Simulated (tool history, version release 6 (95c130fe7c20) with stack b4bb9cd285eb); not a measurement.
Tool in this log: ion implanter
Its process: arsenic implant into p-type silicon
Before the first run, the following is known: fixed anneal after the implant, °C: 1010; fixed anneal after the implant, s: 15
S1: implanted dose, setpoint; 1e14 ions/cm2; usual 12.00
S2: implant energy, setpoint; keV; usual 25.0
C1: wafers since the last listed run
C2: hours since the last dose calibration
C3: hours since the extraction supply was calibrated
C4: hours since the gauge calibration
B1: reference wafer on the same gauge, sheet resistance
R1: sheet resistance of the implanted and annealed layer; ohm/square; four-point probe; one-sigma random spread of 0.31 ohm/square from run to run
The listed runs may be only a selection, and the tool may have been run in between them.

run,hour,S1,S2,C1,C2,C3,C4,B1,R1
1,0.0,12.00,25.0,0,1119.5,1889.0,336.6,98.68,111.69
2,50.6,12.00,25.0,843,1170.1,1939.6,387.2,98.42,111.44
3,77.1,13.50,25.0,441,1196.6,1966.1,413.7,98.30,105.94
4,142.1,13.50,25.0,1083,1261.6,2031.1,478.7,98.21,105.60
5,175.2,13.50,25.0,551,1294.7,2064.2,511.8,97.99,106.08
6,209.7,11.16,31.0,575,1329.2,2098.7,546.3,97.97,108.72
7,265.0,11.16,31.0,921,1384.5,2154.0,601.6,97.88,108.04
8,301.1,12.73,25.0,601,1420.6,2190.1,637.7,97.83,108.28
9,329.0,12.73,25.0,465,1448.5,2218.0,665.6,97.72,108.28
10,381.5,12.73,25.0,875,1501.0,2270.5,718.1,97.60,108.38
11,442.2,13.82,25.0,1011,1561.7,2331.2,778.8,97.60,104.64
12,470.2,12.00,25.0,466,1589.7,2359.2,806.8,97.60,110.49
13,514.9,12.00,25.0,745,1634.4,2403.9,851.5,97.39,110.11
14,553.8,12.00,25.0,648,1673.3,2442.8,890.4,97.40,110.57
# hour 585.0: Faraday cup replaced and dose calibrated
15,623.7,9.30,25.0,1031,38.7,2512.7,960.3,97.27,126.41
16,676.6,9.30,25.0,881,91.6,2565.6,1013.2,97.27,126.08
17,706.7,9.87,18.5,501,121.7,2595.7,1043.3,97.23,131.33
18,825.8,9.87,18.5,1985,240.8,2714.8,1162.4,97.14,131.70
19,861.6,12.00,25.0,596,276.6,2750.6,1198.2,97.10,110.27
20,916.1,15.33,32.5,908,331.1,2805.1,1252.7,97.12,91.63
21,947.6,14.24,19.5,525,362.6,2836.6,1284.2,97.07,111.84
22,984.3,13.13,33.5,611,399.3,2873.3,1320.9,97.11,96.76
# hour 1121.1: gauge calibrated
23,1193.2,12.00,31.5,3482,608.2,3082.2,72.1,100.15,105.71
24,1257.4,9.77,25.0,1070,672.4,3146.4,136.3,99.66,125.31
25,1298.6,9.77,25.0,686,713.6,3187.6,177.5,99.54,125.36
26,1366.7,12.93,31.0,1135,781.7,3255.7,245.6,99.26,101.89
27,1434.1,14.81,29.0,1123,849.1,3323.1,313.0,98.98,98.29
# hour 1468.1: extraction supply calibrated
28,1476.1,13.50,25.0,566,891.1,8.0,355.0,98.92,106.35
29,1517.9,9.11,18.5,696,932.9,49.8,396.8,98.78,139.13
30,1585.9,8.42,20.5,1133,1000.9,117.8,464.8,98.55,142.60
31,1629.3,13.82,25.0,723,1044.3,161.2,508.2,98.46,105.66
32,1669.7,9.04,29.0,673,1084.7,201.6,548.6,98.38,125.58
33,1721.6,14.15,33.0,865,1136.6,253.5,600.5,98.17,94.81
34,1792.9,13.16,18.5,1188,1207.9,324.8,671.8,98.03,117.69
35,1825.0,13.50,29.5,535,1240.0,356.9,703.9,98.11,100.41
36,1889.5,12.00,25.0,1075,1304.5,421.4,768.4,97.93,110.88
37,1935.2,12.00,25.0,761,1350.2,467.1,814.1,97.89,110.92
38,2006.2,10.14,29.5,1183,1421.2,538.1,885.1,97.75,115.91

Forecast each of these 3 alternatives for the next run:
A,2006.6,12.00,20.0,6,1421.6,538.5,885.5,?,?
B,2006.6,15.23,30.5,6,1421.6,538.5,885.5,?,?
C,2006.6,13.66,21.5,6,1421.6,538.5,885.5,?,?

run,B1,R1
A,97.69,118.56
B,97.69,94.57
C,97.69,110.46
Without the tool's unlogged condition, the same runs would have read:
run,R1
A,121.24
B,96.70
C,112.95
